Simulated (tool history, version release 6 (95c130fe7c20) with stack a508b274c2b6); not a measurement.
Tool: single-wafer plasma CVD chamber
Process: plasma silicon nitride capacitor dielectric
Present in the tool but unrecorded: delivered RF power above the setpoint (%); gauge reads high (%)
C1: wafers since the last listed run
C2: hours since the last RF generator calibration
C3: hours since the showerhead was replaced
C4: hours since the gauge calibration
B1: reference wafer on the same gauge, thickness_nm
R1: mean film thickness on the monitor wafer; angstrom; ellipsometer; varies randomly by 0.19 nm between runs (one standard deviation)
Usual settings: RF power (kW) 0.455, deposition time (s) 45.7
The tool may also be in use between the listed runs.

run 1 hour=0 | RF_power_(kW)=0.455 deposition_time_(s)=45.7 | C1=0 C2=133.7 C3=1876.3 C4=919.7 | B1=56.071 | R1=694.88
run 2 hour=44.6 | RF_power_(kW)=0.455 deposition_time_(s)=45.7 | C1=1037 C2=178.3 C3=1920.9 C4=964.3 | B1=56.06 | R1=696.84
run 3 hour=329.7 | RF_power_(kW)=0.455 deposition_time_(s)=45.7 | C1=6633 C2=463.4 C3=2206 C4=1249.4 | B1=56.084 | R1=686.06
run 4 hour=377.8 | RF_power_(kW)=0.49 deposition_time_(s)=45.7 | C1=1119 C2=511.5 C3=2254.1 C4=1297.5 | B1=56.116 | R1=701.22
run 5 hour=451.3 | RF_power_(kW)=0.49 deposition_time_(s)=45.7 | C1=1710 C2=585 C3=2327.6 C4=1371 | B1=56.06 | R1=700.23
run 6 hour=550.3 | RF_power_(kW)=0.455 deposition_time_(s)=43.1 | C1=2303 C2=684 C3=2426.6 C4=1470 | B1=56.107 | R1=650.34
run 7 hour=811.7 | RF_power_(kW)=0.455 deposition_time_(s)=43.1 | C1=6082 C2=945.4 C3=2688 C4=1731.4 | B1=56.123 | R1=647.2
-- hour=862.9 gauge calibrated
run 8 hour=889.3 | RF_power_(kW)=0.455 deposition_time_(s)=43.1 | C1=1805 C2=1023 C3=2765.6 C4=26.4 | B1=56.063 | R1=646.79
-- hour=931.6 showerhead replaced
run 9 hour=943.7 | RF_power_(kW)=0.455 deposition_time_(s)=45.7 | C1=1079 C2=1077.4 C3=12.1 C4=80.8 | B1=56.1 | R1=686.17
run 10 hour=998.8 | RF_power_(kW)=0.455 deposition_time_(s)=45.7 | C1=1282 C2=1132.5 C3=67.2 C4=135.9 | B1=56.133 | R1=682.79
-- hour=1058.2 RF generator calibrated
run 11 hour=1102 | RF_power_(kW)=0.455 deposition_time_(s)=45.7 | C1=2215 C2=43.8 C3=170.4 C4=239.1 | B1=56.164 | R1=700.41
run 12 hour=1194.6 | RF_power_(kW)=0.455 deposition_time_(s)=45.7 | C1=2154 C2=136.4 C3=263 C4=331.7 | B1=56.143 | R1=699.7
run 13 hour=1416.8 | RF_power_(kW)=0.455 deposition_time_(s)=45.7 | C1=5170 C2=358.6 C3=485.2 C4=553.9 | B1=56.1 | R1=692.84
run 14 hour=1479.8 | RF_power_(kW)=0.395 deposition_time_(s)=45.7 | C1=1465 C2=421.6 C3=548.2 C4=616.9 | B1=56.053 | R1=672.6
run 15 hour=1569.2 | RF_power_(kW)=0.395 deposition_time_(s)=45.7 | C1=2080 C2=511 C3=637.6 C4=706.3 | B1=56.091 | R1=672.78
run 16 hour=1652.7 | RF_power_(kW)=0.405 deposition_time_(s)=51.7 | C1=1942 C2=594.5 C3=721.1 C4=789.8 | B1=56.178 | R1=762.38
run 17 hour=1694.3 | RF_power_(kW)=0.505 deposition_time_(s)=37.4 | C1=967 C2=636.1 C3=762.7 C4=831.4 | B1=56.123 | R1=579.31
run 18 hour=1739.1 | RF_power_(kW)=0.515 deposition_time_(s)=48 | C1=1042 C2=680.9 C3=807.5 C4=876.2 | B1=56.05 | R1=741.73
run 19 hour=1870.3 | RF_power_(kW)=0.425 deposition_time_(s)=40.4 | C1=3052 C2=812.1 C3=938.7 C4=1007.4 | B1=56.096 | R1=600.26
run 20 hour=1974 | RF_power_(kW)=0.395 deposition_time_(s)=40.4 | C1=2412 C2=915.8 C3=1042.4 C4=1111.1 | B1=56.135 | R1=593.32
run 21 hour=2038.4 | RF_power_(kW)=0.455 deposition_time_(s)=36.6 | C1=1498 C2=980.2 C3=1106.8 C4=1175.5 | B1=56.056 | R1=552.4
run 22 hour=2201.8 | RF_power_(kW)=0.455 deposition_time_(s)=37.2 | C1=3802 C2=1143.6 C3=1270.2 C4=1338.9 | B1=56.052 | R1=562.47
run 23 hour=2280.8 | RF_power_(kW)=0.515 deposition_time_(s)=53.3 | C1=1838 C2=1222.6 C3=1349.2 C4=1417.9 | B1=56.129 | R1=823.65
-- hour=2344.6 gauge calibrated
run 24 hour=2383.3 | RF_power_(kW)=0.455 deposition_time_(s)=45.7 | C1=2385 C2=1325.1 C3=1451.7 C4=38.7 | B1=56.125 | R1=686.53
run 25 hour=2437.3 | RF_power_(kW)=0.515 deposition_time_(s)=54.7 | C1=1256 C2=1379.1 C3=1505.7 C4=92.7 | B1=56.063 | R1=847.97
-- hour=2513.7 RF generator calibrated
run 26 hour=2514.2 | RF_power_(kW)=0.455 deposition_time_(s)=45.7 | C1=1603 C2=0.5 C3=1582.6 C4=169.6 | B1=56.108 | R1=699.58
run 27 hour=2565.1 | RF_power_(kW)=0.455 deposition_time_(s)=43.1 | C1=1184 C2=51.4 C3=1633.5 C4=220.5 | B1=56.053 | R1=657.82
run 28 hour=2634.2 | RF_power_(kW)=0.505 deposition_time_(s)=45.7 | C1=1607 C2=120.5 C3=1702.6 C4=289.6 | B1=56.086 | R1=710.44
run 29 hour=2673.1 | RF_power_(kW)=0.515 deposition_time_(s)=53.2 | C1=905 C2=159.4 C3=1741.5 C4=328.5 | B1=56.125 | R1=829.35
run 30 hour=2753.6 | RF_power_(kW)=0.455 deposition_time_(s)=51.2 | C1=1873 C2=239.9 C3=1822 C4=409 | B1=56.119 | R1=782.72

Describe how what the log doesn't record of the tool's condition differs between the last listed run preceding each entry between runs and the first listed run following it.
Run 7 -> run 8: gauge calibrated (hour 862.9)
  delivered RF power above the setpoint (%): -9.39 -> -9.55
  measured result minus the result with no hidden state, R1: -13.07 -> -13.29 angstrom
Run 8 -> run 9: showerhead replaced (hour 931.6)
  delivered RF power above the setpoint (%): -9.55 -> -9.65
  measured result minus the result with no hidden state, R1: -13.29 -> -14.25 angstrom
Run 10 -> run 11: RF generator calibrated (hour 1058.2)
  delivered RF power above the setpoint (%): -9.73 -> -1.3
  measured result minus the result with no hidden state, R1: -14.31 -> -1.89 angstrom
Run 23 -> run 24: gauge calibrated (hour 2344.6)
  delivered RF power above the setpoint (%): -8.39 -> -8.5
  measured result minus the result with no hidden state, R1: -14.79 -> -12.5 angstrom
Run 25 -> run 26: RF generator calibrated (hour 2513.7)
  delivered RF power above the setpoint (%): -8.55 -> -0.679
  measured result minus the result with no hidden state, R1: -15.52 -> -0.98 angstrom
